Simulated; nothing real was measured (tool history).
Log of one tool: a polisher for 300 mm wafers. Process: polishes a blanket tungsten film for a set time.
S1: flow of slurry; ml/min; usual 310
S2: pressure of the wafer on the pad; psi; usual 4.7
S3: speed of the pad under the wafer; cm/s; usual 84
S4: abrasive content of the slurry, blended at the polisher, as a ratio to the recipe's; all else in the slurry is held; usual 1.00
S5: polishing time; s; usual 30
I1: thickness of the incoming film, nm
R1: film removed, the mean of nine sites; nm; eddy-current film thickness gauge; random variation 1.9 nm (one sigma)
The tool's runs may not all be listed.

run 1 hour=0.0 | S1=310 S2=4.7 S3=84 S4=1.00 S5=30 | I1=655.2 | R1=140.0
-- hour=10.0 slurry tank refilled with fresh slurry and peroxide
run 2 hour=12.9 | S1=310 S2=4.7 S3=84 S4=1.00 S5=30 | I1=661.8 | R1=126.1
-- hour=26.3 slurry blender recalibrated
run 3 hour=31.0 | S1=310 S2=4.7 S3=84 S4=1.00 S5=30 | I1=660.8 | R1=125.7
run 4 hour=48.3 | S1=310 S2=4.7 S3=84 S4=1.00 S5=30 | I1=650.4 | R1=126.4
run 5 hour=63.8 | S1=310 S2=4.7 S3=84 S4=1.00 S5=36 | I1=656.3 | R1=149.0
run 6 hour=83.2 | S1=310 S2=4.7 S3=84 S4=1.00 S5=36 | I1=661.6 | R1=142.5
run 7 hour=117.6 | S1=310 S2=4.7 S3=66 S4=0.75 S5=30 | I1=652.5 | R1=87.1
run 8 hour=135.4 | S1=310 S2=4.7 S3=84 S4=1.00 S5=30 | I1=646.7 | R1=111.8
-- hour=161.3 slurry tank refilled with fresh slurry and peroxide, repeated, since the last time left the tool worse
run 9 hour=165.8 | S1=310 S2=4.7 S3=84 S4=1.00 S5=25 | I1=648.3 | R1=135.8
run 10 hour=196.3 | S1=310 S2=4.7 S3=84 S4=1.00 S5=30 | I1=644.7 | R1=157.0
run 11 hour=225.3 | S1=310 S2=3.8 S3=114 S4=1.00 S5=30 | I1=658.2 | R1=185.0
-- hour=239.6 worn pad replaced by a new one
run 12 hour=245.9 | S1=310 S2=4.7 S3=84 S4=1.00 S5=30 | I1=651.7 | R1=152.9
run 13 hour=266.2 | S1=310 S2=4.7 S3=92 S4=1.00 S5=30 | I1=655.7 | R1=167.1
-- hour=335.6 slurry nozzle cleaned
run 14 hour=353.6 | S1=310 S2=4.7 S3=102 S4=1.15 S5=27 | I1=651.7 | R1=166.6
-- hour=382.1 slurry tank refilled with fresh slurry and peroxide
run 15 hour=419.0 | S1=310 S2=3.3 S3=68 S4=1.20 S5=39 | I1=640.9 | R1=135.4
run 16 hour=431.2 | S1=310 S2=4.7 S3=84 S4=1.00 S5=30 | I1=651.6 | R1=151.0
-- hour=452.8 worn pad replaced by a new one
run 17 hour=456.0 | S1=310 S2=4.7 S3=84 S4=1.00 S5=30 | I1=652.2 | R1=150.5
run 18 hour=483.1 | S1=310 S2=5.7 S3=84 S4=1.00 S5=30 | I1=649.6 | R1=171.3
-- hour=486.2 slurry blender recalibrated
run 19 hour=495.5 | S1=310 S2=4.7 S3=84 S4=1.00 S5=22 | I1=644.0 | R1=110.6
-- hour=525.8 head pressure recalibrated
run 20 hour=526.3 | S1=310 S2=4.7 S3=84 S4=1.00 S5=33 | I1=639.6 | R1=161.6
run 21 hour=543.6 | S1=310 S2=4.7 S3=84 S4=1.00 S5=30 | I1=641.3 | R1=146.4
run 22 hour=562.3 | S1=310 S2=4.7 S3=84 S4=1.00 S5=30 | I1=654.0 | R1=142.1
run 23 hour=586.1 | S1=310 S2=4.7 S3=84 S4=1.00 S5=30 | I1=654.6 | R1=141.5
-- hour=599.0 slurry tank refilled with fresh slurry and peroxide
-- hour=651.4 worn pad replaced by a new one
run 24 hour=677.7 | S1=410 S2=4.7 S3=108 S4=1.00 S5=30 | I1=637.4 | R1=200.1
-- hour=678.7 slurry nozzle cleaned
run 25 hour=702.8 | S1=270 S2=4.7 S3=84 S4=1.15 S5=30 | I1=641.4 | R1=156.9
run 26 hour=727.2 | S1=310 S2=4.7 S3=84 S4=1.25 S5=23 | I1=643.8 | R1=119.6
run 27 hour=754.7 | S1=265 S2=6.0 S3=72 S4=1.00 S5=38 | I1=645.8 | R1=184.8

Hidden state or all else? Some run-to-run changes of R1, split into what the settings, what came in and random variation would give without the hidden state, and what is left for the hidden state (with any gauge scatter that isn't in both results):
The hidden state here: removal rate lost through wear of the pad, %; slurry flow missing at the pad, %; deviation of the head's pressure from its setpoint, %; abrasive missing from the slurry, %; peroxide lost from the slurry, %.
Run 6 -> 7: S3 84 -> 66, S4 1.00 -> 0.75, S5 36 -> 30. R1 -55.4 nm: hidden state +13.6, all else -69.0.
Run 8 -> 9: S5 30 -> 25, slurry tank refilled with fresh slurry and peroxide, repeated, since the last time left the tool worse. R1 +24.0 nm: hidden state +43.9, all else -19.9.
Run 18 -> 19: S2 5.7 -> 4.7, S5 30 -> 22, slurry blender recalibrated. R1 -60.7 nm: hidden state +3.1, all else -63.8.
Run 26 -> 27: S1 310 -> 265, S2 4.7 -> 6.0, S3 84 -> 72, S4 1.25 -> 1.00, S5 23 -> 38. R1 +65.2 nm: hidden state -7.8, all else +73.0.
